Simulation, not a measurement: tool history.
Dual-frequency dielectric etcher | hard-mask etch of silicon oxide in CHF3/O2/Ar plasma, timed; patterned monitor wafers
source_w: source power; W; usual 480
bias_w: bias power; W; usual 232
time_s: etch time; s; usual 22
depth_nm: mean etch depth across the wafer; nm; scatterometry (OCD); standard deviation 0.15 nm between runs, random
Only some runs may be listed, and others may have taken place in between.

run    hour  source_w  bias_w  time_s  read-back reference wafer on the same gauge, depth_nm  depth_nm
  1       0       420     232      24                                                  52.03     46.54
  2      65       480     232      22                                                  52.04     43.97
  3   171.6       480     232      22                                                   52.1     43.99
  4   315.2       480     232      22                                                  52.21     44.07
  5   570.9       480     232      22                                                  52.36     44.27
  6   632.9       480     179      22                                                  50.43     39.56
  7   737.6       480     286      22                                                  50.47     45.59
  8   782.4       430     277      22                                                   50.5     43.95
  9   877.5       480     232      22                                                  50.57     43.01
 10   961.9       590     247      27                                                  50.66     57.02
 11  1058.1       600     208    16.5                                                  50.68     33.31
 12  1099.1       480     232      16                                                  50.67     31.07
 13  1177.7       480     232      22                                                  50.74     43.14
 14  1241.3       410     232    19.5                                                  50.74     36.61
 15  1292.9       450     232      22                                                  50.78     42.27
 16  1377.4       480     232      22                                                  50.81     43.19
 17  1446.7       370     211      25                                                  50.86     44.81
 18    1543       480     181      16                                                  50.96     29.14
 19  1622.9       480     206      24                                                     51     45.47
 20  1689.9       410     258      17                                                  51.04     33.14
 21  1747.6       450     232    16.5                                                  51.04     31.84
 22  1807.4       480     232      22                                                  51.13     43.33
 23  1883.5       480     232      22                                                  51.15     43.32
 24  1952.1       380     265      20                                                  51.14     38.77
 25    2041       480     232      22                                                   51.2     43.37
 26  2079.4       580     216      22                                                  51.23     44.99
 27  2128.7       480     187    27.5                                                  51.26     51.06
 28  2166.6       480     181      16                                                  51.27     29.46
 29  2272.6       400     263      17                                                  51.34      33.3

Missing from the log above: 7 entries noted between runs. For each, name the pair of listed runs it sits between and say how the tool's hidden condition differs from the listed run just before to the listed run just after:
From run 3 to run 4: upper electrode replaced (hour 269.9)
  gauge reads high (%): 3.01 -> 3.17
  difference, measured minus the result without the unlogged condition, depth_nm: +1.29 -> +1.36 nm
From run 5 to run 6: gauge calibrated (hour 612.2)
  gauge reads high (%): 3.46 -> -0.375
  difference, measured minus the result without the unlogged condition, depth_nm: +1.48 -> -0.14 nm
From run 6 to run 7: wet clean of the chamber (hour 668.2)
  gauge reads high (%): -0.375 -> -0.255
  difference, measured minus the result without the unlogged condition, depth_nm: -0.14 -> -0.11 nm
From run 9 to run 10: source power generator calibrated (hour 892.3)
  gauge reads high (%): -0.0951 -> 0.00151
  difference, measured minus the result without the unlogged condition, depth_nm: -0.04 -> +0.01 nm
From run 15 to run 16: bias power generator calibrated (hour 1304.2)
  gauge reads high (%): 0.38 -> 0.477
  difference, measured minus the result without the unlogged condition, depth_nm: +0.16 -> +0.21 nm
From run 16 to run 17: wet clean of the chamber (hour 1446.2)
  gauge reads high (%): 0.477 -> 0.556
  difference, measured minus the result without the unlogged condition, depth_nm: +0.21 -> +0.25 nm
From run 26 to run 27: wet clean of the chamber (hour 2128.2)
  gauge reads high (%): 1.28 -> 1.34
  difference, measured minus the result without the unlogged condition, depth_nm: +0.57 -> +0.67 nm
